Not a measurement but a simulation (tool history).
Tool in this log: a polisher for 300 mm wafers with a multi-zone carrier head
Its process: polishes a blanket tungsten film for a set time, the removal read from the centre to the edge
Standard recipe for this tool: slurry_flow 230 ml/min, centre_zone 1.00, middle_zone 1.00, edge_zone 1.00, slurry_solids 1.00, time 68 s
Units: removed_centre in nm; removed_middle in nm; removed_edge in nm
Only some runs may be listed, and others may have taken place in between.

| run | hour | slurry_flow | centre_zone | middle_zone | edge_zone | slurry_solids | time | wafers since the last listed run | wafers polished on this pad | hours since the slurry nozzle was cleaned | hours since the centre zone pressure was calibrated | hours since the edge zone pressure was calibrated | hours since the carrier head's membrane was replaced | incoming thickness of the incoming film, nm | removed_centre | removed_middle | removed_edge |
|---|---|---|---|---|---|---|---|---|---|---|---|---|---|---|---|---|---|
| 1 | 0.0 | 230 | 1.07 | 1.00 | 1.00 | 1.00 | 68 | 0 | 946 | 338.2 | 349.8 | 825.3 | 1331.5 | 1276.1 | 298.1 | 272.9 | 283.8 |
|  | 4.8 | worn pad replaced by a new one |
| 2 | 14.2 | 230 | 1.00 | 1.00 | 1.00 | 0.95 | 68 | 104 | 96 | 352.4 | 364.0 | 839.5 | 1345.7 | 1282.9 | 298.1 | 297.3 | 306.2 |
| 3 | 23.1 | 230 | 1.00 | 1.00 | 1.00 | 0.95 | 68 | 90 | 186 | 361.3 | 372.9 | 848.4 | 1354.6 | 1261.9 | 294.7 | 292.6 | 302.5 |
| 4 | 39.3 | 230 | 1.00 | 1.00 | 0.97 | 1.00 | 68 | 165 | 352 | 377.5 | 389.1 | 864.6 | 1370.8 | 1292.4 | 292.4 | 291.9 | 297.5 |
| 5 | 46.2 | 230 | 1.00 | 1.00 | 1.00 | 1.00 | 68 | 70 | 422 | 384.4 | 396.0 | 871.5 | 1377.7 | 1249.5 | 285.2 | 292.0 | 303.9 |
|  | 75.0 | slurry nozzle cleaned |
| 6 | 86.0 | 230 | 1.00 | 1.00 | 1.00 | 1.00 | 68 | 396 | 819 | 11.0 | 435.8 | 911.3 | 1417.5 | 1274.7 | 279.6 | 273.7 | 287.7 |
|  | 91.5 | centre zone pressure recalibrated |
| 7 | 97.4 | 230 | 1.00 | 1.00 | 1.00 | 1.00 | 68 | 96 | 915 | 22.4 | 5.9 | 922.7 | 1428.9 | 1283.8 | 275.5 | 273.7 | 283.5 |
| 8 | 107.1 | 230 | 1.00 | 1.08 | 1.00 | 1.00 | 68 | 99 | 1014 | 32.1 | 15.6 | 932.4 | 1438.6 | 1275.8 | 268.1 | 291.0 | 277.8 |
|  | 117.7 | worn pad replaced by a new one |
| 9 | 121.1 | 230 | 1.00 | 1.08 | 1.00 | 1.00 | 68 | 102 | 34 | 46.1 | 29.6 | 946.4 | 1452.6 | 1247.0 | 297.1 | 316.9 | 314.9 |
| 10 | 132.5 | 230 | 1.00 | 1.00 | 1.00 | 1.00 | 68 | 116 | 150 | 57.5 | 41.0 | 957.8 | 1464.0 | 1289.6 | 301.5 | 296.5 | 315.5 |
| 11 | 144.9 | 230 | 1.00 | 1.00 | 0.90 | 1.00 | 47 | 126 | 277 | 69.9 | 53.4 | 970.2 | 1476.4 | 1261.9 | 203.6 | 204.0 | 202.6 |
|  | 153.7 | edge zone pressure recalibrated |
| 12 | 154.2 | 230 | 1.00 | 1.00 | 1.00 | 0.90 | 68 | 74 | 351 | 79.2 | 62.7 | 0.5 | 1485.7 | 1244.5 | 289.2 | 279.7 | 297.3 |
| 13 | 170.0 | 230 | 1.00 | 1.00 | 0.90 | 1.00 | 56 | 161 | 513 | 95.0 | 78.5 | 16.3 | 1501.5 | 1297.1 | 234.8 | 229.5 | 232.7 |
| 14 | 182.2 | 275 | 1.12 | 1.00 | 1.00 | 1.25 | 86 | 124 | 637 | 107.2 | 90.7 | 28.5 | 1513.7 | 1283.0 | 435.9 | 374.9 | 396.0 |
|  | 189.6 | carrier head's membrane replaced by a new one |
| 15 | 193.8 | 230 | 1.00 | 1.00 | 1.00 | 1.00 | 68 | 67 | 705 | 118.8 | 102.3 | 40.1 | 4.2 | 1275.4 | 280.1 | 281.7 | 290.5 |
| 16 | 210.5 | 230 | 1.10 | 1.04 | 1.00 | 0.85 | 60 | 170 | 875 | 135.5 | 119.0 | 56.8 | 20.9 | 1265.7 | 257.3 | 243.6 | 238.8 |
| 17 | 224.7 | 230 | 1.00 | 1.00 | 1.00 | 1.00 | 68 | 145 | 1021 | 149.7 | 133.2 | 71.0 | 35.1 | 1249.9 | 275.1 | 268.9 | 283.7 |
|  | 234.7 | worn pad replaced by a new one |
| 18 | 240.4 | 230 | 1.00 | 1.00 | 1.00 | 1.25 | 68 | 119 | 57 | 165.4 | 148.9 | 86.7 | 50.8 | 1272.3 | 317.8 | 315.8 | 328.7 |

How the hidden state differs across the entries between the runs, from the last listed run before each to the first after it:
Logged between run 1 and run 2: worn pad replaced by a new one (hour 4.8)
  removal rate lost through wear of the pad, %: 10.5 -> 2
  what was measured, less what the result would be without the hidden state, removed_centre: -34.9 -> -6.1 nm; removed_middle: -31.9 -> -6.0 nm; removed_edge: -33.2 -> -6.2 nm
Logged between run 5 and run 6: slurry nozzle cleaned (hour 75.0)
  removal rate lost through wear of the pad, %: 5.38 -> 9.58
  what was measured, less what the result would be without the hidden state, removed_centre: -16.3 -> -29.7 nm; removed_middle: -16.6 -> -29.0 nm; removed_edge: -17.3 -> -30.5 nm
Logged between run 6 and run 7: centre zone pressure recalibrated (hour 91.5)
  removal rate lost through wear of the pad, %: 9.58 -> 10.8
  what was measured, less what the result would be without the hidden state, removed_centre: -29.7 -> -33.3 nm; removed_middle: -29.0 -> -33.1 nm; removed_edge: -30.5 -> -34.3 nm
Logged between run 8 and run 9: worn pad replaced by a new one (hour 117.7)
  removal rate lost through wear of the pad, %: 11.8 -> 0.979
  what was measured, less what the result would be without the hidden state, removed_centre: -35.9 -> -3.0 nm; removed_middle: -39.0 -> -3.1 nm; removed_edge: -37.2 -> -3.1 nm
Logged between run 11 and run 12: edge zone pressure recalibrated (hour 153.7)
  removal rate lost through wear of the pad, %: 3.49 -> 4.47
  what was measured, less what the result would be without the hidden state, removed_centre: -7.4 -> -13.5 nm; removed_middle: -7.4 -> -13.1 nm; removed_edge: -7.3 -> -14.0 nm
Logged between run 14 and run 15: carrier head's membrane replaced by a new one (hour 189.6)
  removal rate lost through wear of the pad, %: 7.43 -> 8.66
  what was measured, less what the result would be without the hidden state, removed_centre: -35.0 -> -26.5 nm; removed_middle: -30.1 -> -26.7 nm; removed_edge: -31.8 -> -27.6 nm
Logged between run 17 and run 18: worn pad replaced by a new one (hour 234.7)
  removal rate lost through wear of the pad, %: 11.9 -> 1.66
  what was measured, less what the result would be without the hidden state, removed_centre: -37.3 -> -5.3 nm; removed_middle: -36.4 -> -5.3 nm; removed_edge: -38.4 -> -5.6 nm
